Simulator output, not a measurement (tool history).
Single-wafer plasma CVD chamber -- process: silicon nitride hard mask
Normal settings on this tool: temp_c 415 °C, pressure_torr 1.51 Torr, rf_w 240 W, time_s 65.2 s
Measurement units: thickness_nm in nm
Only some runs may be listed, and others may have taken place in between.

run,hour,temp_c,pressure_torr,rf_w,time_s,"read-back reference wafer on the same gauge, thickness_nm",thickness_nm
1,0.0,415,1.51,270,65.2,69.050,59.397
# hour 24.1: gauge calibrated
2,39.7,415,1.51,270,65.2,69.057,59.373
3,53.6,415,1.51,270,65.2,69.027,59.123
4,60.8,415,1.28,240,65.2,69.015,51.850
5,69.2,426,1.51,240,57.0,69.044,46.217
6,81.0,426,1.51,240,57.0,69.041,46.130
# hour 94.2: thermocouple changed; heater temperature recalibrated
# hour 98.6: showerhead replaced, of another model than before
7,99.1,415,1.51,240,65.2,68.975,55.090
8,101.2,409,1.23,265,60.3,69.046,51.155
# hour 109.5: capacitance manometer re-zeroed and calibrated
# hour 117.0: RF generator calibrated
9,117.5,423,1.62,220,52.3,68.961,45.114
10,120.3,415,1.82,240,74.3,68.949,70.201
11,132.9,415,1.51,240,65.2,68.957,58.392
# hour 138.8: gauge calibrated
12,147.2,409,1.51,240,65.2,68.981,58.495
13,160.7,415,1.22,240,65.2,68.981,54.882
14,173.4,415,1.51,240,65.2,69.016,58.210
15,180.0,415,1.51,280,65.2,69.020,64.204

Here are 3 independent what-if runs from the current tool condition. What would each one return?
A,180.4,415,1.72,240,65.2,?,?
B,180.4,419,1.36,210,73.2,?,?
C,180.4,406,1.51,205,72.8,?,?

run,"read-back reference wafer on the same gauge, thickness_nm",thickness_nm
A,68.991,60.491
B,68.991,58.511
C,68.991,59.422
Without the tool's unlogged condition, the same runs would have read:
run,thickness_nm
A,60.814
B,58.840
C,59.756
